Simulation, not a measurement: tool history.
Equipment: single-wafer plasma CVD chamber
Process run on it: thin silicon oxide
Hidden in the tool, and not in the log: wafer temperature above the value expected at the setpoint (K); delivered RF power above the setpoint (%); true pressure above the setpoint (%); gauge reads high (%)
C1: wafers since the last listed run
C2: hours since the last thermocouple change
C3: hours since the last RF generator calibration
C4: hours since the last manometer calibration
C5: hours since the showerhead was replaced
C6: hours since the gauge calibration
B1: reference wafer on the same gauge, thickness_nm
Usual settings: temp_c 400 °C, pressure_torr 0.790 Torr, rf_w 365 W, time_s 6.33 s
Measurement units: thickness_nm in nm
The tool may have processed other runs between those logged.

run 1 hour=0.0 | temp_c=400 pressure_torr=0.790 rf_w=365 time_s=6.33 | C1=0 C2=1392.5 C3=1034.1 C4=1129.4 C5=7504.6 C6=807.5 | B1=10.097 | thickness_nm=12.035
run 2 hour=68.3 | temp_c=400 pressure_torr=0.790 rf_w=365 time_s=6.66 | C1=2187 C2=1460.8 C3=1102.4 C4=1197.7 C5=7572.9 C6=875.8 | B1=10.102 | thickness_nm=12.697
-- hour=138.6 showerhead replaced
run 3 hour=139.1 | temp_c=400 pressure_torr=0.790 rf_w=365 time_s=6.66 | C1=2011 C2=1531.6 C3=1173.2 C4=1268.5 C5=0.5 C6=946.6 | B1=10.105 | thickness_nm=12.672
run 4 hour=186.5 | temp_c=400 pressure_torr=0.790 rf_w=310 time_s=6.33 | C1=1518 C2=1579.0 C3=1220.6 C4=1315.9 C5=47.9 C6=994.0 | B1=10.124 | thickness_nm=11.004
run 5 hour=228.4 | temp_c=400 pressure_torr=0.790 rf_w=365 time_s=6.33 | C1=1341 C2=1620.9 C3=1262.5 C4=1357.8 C5=89.8 C6=1035.9 | B1=10.085 | thickness_nm=11.912
run 6 hour=252.9 | temp_c=400 pressure_torr=0.790 rf_w=415 time_s=6.33 | C1=784 C2=1645.4 C3=1287.0 C4=1382.3 C5=114.3 C6=1060.4 | B1=10.121 | thickness_nm=12.675
run 7 hour=302.6 | temp_c=400 pressure_torr=0.790 rf_w=365 time_s=6.33 | C1=1591 C2=1695.1 C3=1336.7 C4=1432.0 C5=164.0 C6=1110.1 | B1=10.099 | thickness_nm=11.946
run 8 hour=367.3 | temp_c=413 pressure_torr=0.863 rf_w=320 time_s=6.33 | C1=2072 C2=1759.8 C3=1401.4 C4=1496.7 C5=228.7 C6=1174.8 | B1=10.099 | thickness_nm=11.661
-- hour=388.6 capacitance manometer re-zeroed and calibrated
run 9 hour=409.9 | temp_c=400 pressure_torr=0.790 rf_w=365 time_s=6.33 | C1=1108 C2=1802.4 C3=1444.0 C4=21.3 C5=271.3 C6=1217.4 | B1=10.086 | thickness_nm=11.877
-- hour=445.2 RF generator calibrated
run 10 hour=480.6 | temp_c=392 pressure_torr=0.631 rf_w=295 time_s=5.59 | C1=2008 C2=1873.1 C3=35.4 C4=92.0 C5=342.0 C6=1288.1 | B1=10.104 | thickness_nm=8.612
run 11 hour=530.1 | temp_c=413 pressure_torr=0.863 rf_w=320 time_s=6.33 | C1=1585 C2=1922.6 C3=84.9 C4=141.5 C5=391.5 C6=1337.6 | B1=10.108 | thickness_nm=12.170
run 12 hour=589.2 | temp_c=411 pressure_torr=0.851 rf_w=365 time_s=6.33 | C1=1892 C2=1981.7 C3=144.0 C4=200.6 C5=450.6 C6=1396.7 | B1=10.092 | thickness_nm=12.863
run 13 hour=625.9 | temp_c=394 pressure_torr=0.946 rf_w=395 time_s=7.42 | C1=1175 C2=2018.4 C3=180.7 C4=237.3 C5=487.3 C6=1433.4 | B1=10.096 | thickness_nm=16.641
run 14 hour=679.4 | temp_c=391 pressure_torr=0.665 rf_w=305 time_s=5.70 | C1=1713 C2=2071.9 C3=234.2 C4=290.8 C5=540.8 C6=1486.9 | B1=10.102 | thickness_nm=9.288
-- hour=682.6 gauge calibrated
-- hour=717.0 thermocouple changed; heater temperature recalibrated
run 15 hour=744.1 | temp_c=400 pressure_torr=0.790 rf_w=420 time_s=6.33 | C1=1815 C2=27.1 C3=298.9 C4=355.5 C5=605.5 C6=61.5 | B1=10.099 | thickness_nm=13.076
run 16 hour=781.0 | temp_c=400 pressure_torr=0.728 rf_w=365 time_s=6.33 | C1=1181 C2=64.0 C3=335.8 C4=392.4 C5=642.4 C6=98.4 | B1=10.097 | thickness_nm=11.713
run 17 hour=974.0 | temp_c=400 pressure_torr=0.790 rf_w=365 time_s=6.33 | C1=6181 C2=257.0 C3=528.8 C4=585.4 C5=835.4 C6=291.4 | B1=10.109 | thickness_nm=12.240
run 18 hour=1034.8 | temp_c=400 pressure_torr=0.790 rf_w=365 time_s=6.33 | C1=1947 C2=317.8 C3=589.6 C4=646.2 C5=896.2 C6=352.2 | B1=10.093 | thickness_nm=12.355
run 19 hour=1098.1 | temp_c=392 pressure_torr=0.729 rf_w=400 time_s=7.30 | C1=2027 C2=381.1 C3=652.9 C4=709.5 C5=959.5 C6=415.5 | B1=10.111 | thickness_nm=13.948
run 20 hour=1157.8 | temp_c=408 pressure_torr=0.951 rf_w=365 time_s=6.72 | C1=1912 C2=440.8 C3=712.6 C4=769.2 C5=1019.2 C6=475.2 | B1=10.109 | thickness_nm=14.351
run 21 hour=1206.3 | temp_c=400 pressure_torr=0.596 rf_w=385 time_s=6.33 | C1=1553 C2=489.3 C3=761.1 C4=817.7 C5=1067.7 C6=523.7 | B1=10.100 | thickness_nm=10.488
run 22 hour=1254.1 | temp_c=387 pressure_torr=0.790 rf_w=435 time_s=6.83 | C1=1530 C2=537.1 C3=808.9 C4=865.5 C5=1115.5 C6=571.5 | B1=10.116 | thickness_nm=14.263
run 23 hour=1283.0 | temp_c=394 pressure_torr=0.790 rf_w=300 time_s=6.33 | C1=925 C2=566.0 C3=837.8 C4=894.4 C5=1144.4 C6=600.4 | B1=10.104 | thickness_nm=11.191
run 24 hour=1324.4 | temp_c=400 pressure_torr=0.790 rf_w=365 time_s=6.33 | C1=1325 C2=607.4 C3=879.2 C4=935.8 C5=1185.8 C6=641.8 | B1=10.100 | thickness_nm=12.237
run 25 hour=1391.5 | temp_c=400 pressure_torr=0.790 rf_w=365 time_s=6.33 | C1=2149 C2=674.5 C3=946.3 C4=1002.9 C5=1252.9 C6=708.9 | B1=10.096 | thickness_nm=12.134
run 26 hour=1460.7 | temp_c=400 pressure_torr=0.948 rf_w=340 time_s=5.29 | C1=2216 C2=743.7 C3=1015.5 C4=1072.1 C5=1322.1 C6=778.1 | B1=10.102 | thickness_nm=10.879
run 27 hour=1487.4 | temp_c=412 pressure_torr=0.790 rf_w=365 time_s=6.33 | C1=855 C2=770.4 C3=1042.2 C4=1098.8 C5=1348.8 C6=804.8 | B1=10.110 | thickness_nm=12.050
run 28 hour=1601.4 | temp_c=388 pressure_torr=0.790 rf_w=365 time_s=5.76 | C1=3651 C2=884.4 C3=1156.2 C4=1212.8 C5=1462.8 C6=918.8 | B1=10.096 | thickness_nm=11.083

Some steps in thickness_nm between neighbouring runs. How much of each would the tool show without its hidden state too (settings, what came in, random variation), and how much is left for the hidden state, with any gauge scatter that isn't in both results?
Run 7 -> 8: temp_c 400 -> 413, pressure_torr 0.790 -> 0.863, rf_w 365 -> 320. thickness_nm -0.285 nm: hidden state -0.061, all else -0.224.
Run 9 -> 10: temp_c 400 -> 392, pressure_torr 0.790 -> 0.631, rf_w 365 -> 295, time_s 6.33 -> 5.59, RF generator calibrated. thickness_nm -3.265 nm: hidden state +0.494, all else -3.759.
Run 13 -> 14: temp_c 394 -> 391, pressure_torr 0.946 -> 0.665, rf_w 395 -> 305, time_s 7.42 -> 5.70. thickness_nm -7.353 nm: hidden state +0.009, all else -7.362.
Run 20 -> 21: temp_c 408 -> 400, pressure_torr 0.951 -> 0.596, rf_w 365 -> 385, time_s 6.72 -> 6.33. thickness_nm -3.863 nm: hidden state +0.029, all else -3.892.
